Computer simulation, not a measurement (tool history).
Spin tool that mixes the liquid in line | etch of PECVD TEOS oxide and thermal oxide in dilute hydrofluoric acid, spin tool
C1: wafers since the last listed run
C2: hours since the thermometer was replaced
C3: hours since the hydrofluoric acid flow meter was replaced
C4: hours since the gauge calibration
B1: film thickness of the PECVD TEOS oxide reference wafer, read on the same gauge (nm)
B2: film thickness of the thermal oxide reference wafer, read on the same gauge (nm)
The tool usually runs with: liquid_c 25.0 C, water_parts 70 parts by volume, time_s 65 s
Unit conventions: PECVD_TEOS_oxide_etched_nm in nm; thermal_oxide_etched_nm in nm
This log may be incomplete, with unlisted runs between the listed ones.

run 1 hour=0.0 | liquid_c=25.0 water_parts=70 time_s=65 | C1=0 C2=680.4 C3=335.1 C4=816.8 | B1=120.00 B2=50.016 | PECVD_TEOS_oxide_etched_nm=12.43 thermal_oxide_etched_nm=4.623
run 2 hour=51.6 | liquid_c=25.0 water_parts=70 time_s=65 | C1=388 C2=732.0 C3=386.7 C4=868.4 | B1=119.97 B2=50.057 | PECVD_TEOS_oxide_etched_nm=12.53 thermal_oxide_etched_nm=4.776
run 3 hour=124.7 | liquid_c=25.0 water_parts=70 time_s=65 | C1=550 C2=805.1 C3=459.8 C4=941.5 | B1=120.01 B2=49.990 | PECVD_TEOS_oxide_etched_nm=12.69 thermal_oxide_etched_nm=4.772
-- hour=188.0 hydrofluoric acid flow meter replaced
run 4 hour=193.3 | liquid_c=25.0 water_parts=70 time_s=65 | C1=508 C2=873.7 C3=5.3 C4=1010.1 | B1=120.04 B2=49.994 | PECVD_TEOS_oxide_etched_nm=12.30 thermal_oxide_etched_nm=4.635
run 5 hour=226.1 | liquid_c=25.0 water_parts=70 time_s=65 | C1=246 C2=906.5 C3=38.1 C4=1042.9 | B1=120.00 B2=50.004 | PECVD_TEOS_oxide_etched_nm=12.43 thermal_oxide_etched_nm=4.675
run 6 hour=263.9 | liquid_c=25.0 water_parts=70 time_s=65 | C1=284 C2=944.3 C3=75.9 C4=1080.7 | B1=120.00 B2=49.980 | PECVD_TEOS_oxide_etched_nm=12.25 thermal_oxide_etched_nm=4.676
run 7 hour=314.8 | liquid_c=25.0 water_parts=70 time_s=65 | C1=383 C2=995.2 C3=126.8 C4=1131.6 | B1=120.00 B2=50.006 | PECVD_TEOS_oxide_etched_nm=12.41 thermal_oxide_etched_nm=4.684
-- hour=321.8 thermometer replaced
-- hour=333.1 gauge calibrated
run 8 hour=384.9 | liquid_c=27.5 water_parts=70 time_s=65 | C1=520 C2=63.1 C3=196.9 C4=51.8 | B1=120.00 B2=49.986 | PECVD_TEOS_oxide_etched_nm=13.02 thermal_oxide_etched_nm=4.981
run 9 hour=417.2 | liquid_c=27.5 water_parts=70 time_s=65 | C1=243 C2=95.4 C3=229.2 C4=84.1 | B1=119.99 B2=49.959 | PECVD_TEOS_oxide_etched_nm=13.18 thermal_oxide_etched_nm=5.020
run 10 hour=458.2 | liquid_c=27.5 water_parts=70 time_s=65 | C1=308 C2=136.4 C3=270.2 C4=125.1 | B1=120.04 B2=50.006 | PECVD_TEOS_oxide_etched_nm=13.23 thermal_oxide_etched_nm=5.026
run 11 hour=483.7 | liquid_c=26.5 water_parts=70 time_s=80 | C1=191 C2=161.9 C3=295.7 C4=150.6 | B1=120.03 B2=49.993 | PECVD_TEOS_oxide_etched_nm=15.93 thermal_oxide_etched_nm=5.921
run 12 hour=555.6 | liquid_c=25.0 water_parts=70 time_s=65 | C1=541 C2=233.8 C3=367.6 C4=222.5 | B1=119.98 B2=50.023 | PECVD_TEOS_oxide_etched_nm=12.11 thermal_oxide_etched_nm=4.572
run 13 hour=584.2 | liquid_c=25.0 water_parts=70 time_s=30 | C1=215 C2=262.4 C3=396.2 C4=251.1 | B1=120.06 B2=49.943 | PECVD_TEOS_oxide_etched_nm=5.60 thermal_oxide_etched_nm=2.104
-- hour=634.1 hydrofluoric acid flow meter replaced
run 14 hour=655.3 | liquid_c=25.0 water_parts=70 time_s=90 | C1=527 C2=333.5 C3=21.2 C4=322.2 | B1=120.01 B2=50.009 | PECVD_TEOS_oxide_etched_nm=16.50 thermal_oxide_etched_nm=6.155
run 15 hour=710.0 | liquid_c=29.5 water_parts=40 time_s=65 | C1=411 C2=388.2 C3=75.9 C4=376.9 | B1=119.98 B2=49.947 | PECVD_TEOS_oxide_etched_nm=26.33 thermal_oxide_etched_nm=9.900
run 16 hour=781.9 | liquid_c=25.0 water_parts=70 time_s=65 | C1=541 C2=460.1 C3=147.8 C4=448.8 | B1=120.01 B2=50.000 | PECVD_TEOS_oxide_etched_nm=12.13 thermal_oxide_etched_nm=4.587
run 17 hour=846.2 | liquid_c=25.0 water_parts=70 time_s=65 | C1=484 C2=524.4 C3=212.1 C4=513.1 | B1=120.02 B2=49.991 | PECVD_TEOS_oxide_etched_nm=12.40 thermal_oxide_etched_nm=4.628
run 18 hour=884.1 | liquid_c=28.5 water_parts=95 time_s=85 | C1=285 C2=562.3 C3=250.0 C4=551.0 | B1=119.99 B2=49.993 | PECVD_TEOS_oxide_etched_nm=13.15 thermal_oxide_etched_nm=4.948
run 19 hour=917.4 | liquid_c=27.5 water_parts=80 time_s=65 | C1=250 C2=595.6 C3=283.3 C4=584.3 | B1=119.95 B2=50.011 | PECVD_TEOS_oxide_etched_nm=11.80 thermal_oxide_etched_nm=4.404
run 20 hour=989.3 | liquid_c=28.0 water_parts=50 time_s=100 | C1=541 C2=667.5 C3=355.2 C4=656.2 | B1=119.95 B2=49.955 | PECVD_TEOS_oxide_etched_nm=31.24 thermal_oxide_etched_nm=11.670

Forecast each of these 3 alternatives for the next run:
run A hour=989.7 | liquid_c=25.0 water_parts=90 time_s=65 | C1=3 C2=667.9 C3=355.6 C4=656.6 | B1=? B2=? | PECVD_TEOS_oxide_etched_nm=? thermal_oxide_etched_nm=?
run B hour=989.7 | liquid_c=22.0 water_parts=95 time_s=45 | C1=3 C2=667.9 C3=355.6 C4=656.6 | B1=? B2=? | PECVD_TEOS_oxide_etched_nm=? thermal_oxide_etched_nm=?
run C hour=989.7 | liquid_c=25.0 water_parts=35 time_s=65 | C1=3 C2=667.9 C3=355.6 C4=656.6 | B1=? B2=? | PECVD_TEOS_oxide_etched_nm=? thermal_oxide_etched_nm=?

run=A B1=119.97 B2=49.989 PECVD_TEOS_oxide_etched_nm=9.47 thermal_oxide_etched_nm=3.549
run=B B1=119.97 B2=49.989 PECVD_TEOS_oxide_etched_nm=5.48 thermal_oxide_etched_nm=2.053
run=C B1=119.97 B2=49.989 PECVD_TEOS_oxide_etched_nm=26.20 thermal_oxide_etched_nm=9.817
Had the tool no hidden state, the same runs would have come out as:
run=A PECVD_TEOS_oxide_etched_nm=8.75 thermal_oxide_etched_nm=3.277
run=B PECVD_TEOS_oxide_etched_nm=5.06 thermal_oxide_etched_nm=1.895
run=C PECVD_TEOS_oxide_etched_nm=24.20 thermal_oxide_etched_nm=9.068
